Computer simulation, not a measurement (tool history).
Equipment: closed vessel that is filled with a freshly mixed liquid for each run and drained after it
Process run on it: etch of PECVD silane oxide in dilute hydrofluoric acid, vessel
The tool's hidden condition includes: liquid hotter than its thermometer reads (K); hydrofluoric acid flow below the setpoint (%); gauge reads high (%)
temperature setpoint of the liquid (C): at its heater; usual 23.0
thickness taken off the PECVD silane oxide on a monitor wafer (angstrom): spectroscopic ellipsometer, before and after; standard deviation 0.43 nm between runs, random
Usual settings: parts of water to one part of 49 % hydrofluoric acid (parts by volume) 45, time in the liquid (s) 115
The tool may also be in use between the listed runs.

run	hour	temperature setpoint of the liquid (C)	parts of water to one part of 49 % hydrofluoric acid (parts by volume)	time in the liquid (s)	wafers since the last listed run	hours since the thermometer was replaced	hours since the hydrofluoric acid flow meter was replaced	hours since the gauge calibration	read-back film thickness of the PECVD silane oxide reference wafer, read on the same gauge (nm)	thickness taken off the PECVD silane oxide on a monitor wafer (angstrom)
1	0.0	23.0	45	115	0	1914.7	1314.2	1276.0	40.00	481.1
2	67.8	23.0	45	115	9622	1982.5	1382.0	1343.8	39.97	479.1
3	130.3	23.0	45	115	8870	2045.0	1444.5	1406.3	40.01	481.7
4	179.5	27.0	55	115	6982	2094.2	1493.7	1455.5	39.98	450.2
5	245.4	23.0	45	115	9353	2160.1	1559.6	1521.4	40.04	479.2
6	278.9	23.0	45	115	4754	2193.6	1593.1	1554.9	40.00	480.3
# hour 301.3: thermometer replaced
7	303.7	23.0	60	115	3377	2.4	1617.9	1579.7	40.01	318.2
# hour 307.4: gauge calibrated
8	345.9	23.0	60	115	5989	44.6	1660.1	38.5	40.03	314.9
9	416.5	23.0	45	115	10020	115.2	1730.7	109.1	39.96	429.6
10	473.5	23.0	45	115	8089	172.2	1787.7	166.1	40.01	432.8
11	535.9	23.0	45	115	8856	234.6	1850.1	228.5	40.01	436.5
12	578.2	23.0	45	115	6003	276.9	1892.4	270.8	40.01	431.1
13	604.0	23.0	45	115	3661	302.7	1918.2	296.6	39.98	429.2
14	648.6	19.5	55	65	6330	347.3	1962.8	341.2	40.04	169.1
# hour 662.0: hydrofluoric acid flow meter replaced
15	716.0	20.0	45	145	9424	414.7	54.0	408.6	39.95	528.1
16	753.5	23.0	45	115	5322	452.2	91.5	446.1	39.98	486.0
17	806.3	23.0	55	55	7493	505.0	144.3	498.9	40.00	182.8
18	874.5	18.0	45	80	9679	573.2	212.5	567.1	39.97	265.1
19	936.2	19.5	30	115	8757	634.9	274.2	628.8	40.02	625.5
20	1007.9	19.0	35	155	10176	706.6	345.9	700.5	39.96	697.5
21	1074.0	25.5	45	180	9381	772.7	412.0	766.6	40.00	814.7
22	1140.7	23.0	60	160	9466	839.4	478.7	833.3	40.03	489.3
23	1209.9	18.0	55	115	9821	908.6	547.9	902.5	40.01	311.7
24	1260.2	23.0	45	75	7139	958.9	598.2	952.8	40.00	311.1
25	1326.9	23.0	45	115	9466	1025.6	664.9	1019.5	40.02	474.9
26	1398.4	21.0	45	75	10147	1097.1	736.4	1091.0	39.99	288.6
27	1430.9	23.0	45	115	4612	1129.6	768.9	1123.5	40.00	479.1
28	1469.4	18.0	35	75	5464	1168.1	807.4	1162.0	40.01	327.3
29	1536.2	23.0	45	115	9480	1234.9	874.2	1228.8	39.99	473.4
30	1593.6	25.5	60	65	8146	1292.3	931.6	1286.2	40.01	220.3
31	1656.9	18.5	35	115	8984	1355.6	994.9	1349.5	39.99	509.7
32	1697.8	23.0	65	45	5804	1396.5	1035.8	1390.4	40.01	125.6
33	1750.4	23.0	65	45	7465	1449.1	1088.4	1443.0	40.02	124.1
34	1817.5	25.5	60	65	9523	1516.2	1155.5	1510.1	39.98	221.3

Each row is a separate what-if for the run after 34, all from the same tool condition, not one after another. Results?
A	1818.2	23.0	55	115	99	1516.9	1156.2	1510.8	?	?
B	1818.2	18.0	45	115	99	1516.9	1156.2	1510.8	?	?
C	1818.2	24.5	60	115	99	1516.9	1156.2	1510.8	?	?

run	read-back film thickness of the PECVD silane oxide reference wafer, read on the same gauge (nm)	thickness taken off the PECVD silane oxide on a monitor wafer (angstrom)
A	40.00	385.7
B	40.00	388.0
C	40.00	373.0
With no hidden state in the tool, these same runs would have given:
run	thickness taken off the PECVD silane oxide on a monitor wafer (angstrom)
A	378.1
B	378.5
C	366.1

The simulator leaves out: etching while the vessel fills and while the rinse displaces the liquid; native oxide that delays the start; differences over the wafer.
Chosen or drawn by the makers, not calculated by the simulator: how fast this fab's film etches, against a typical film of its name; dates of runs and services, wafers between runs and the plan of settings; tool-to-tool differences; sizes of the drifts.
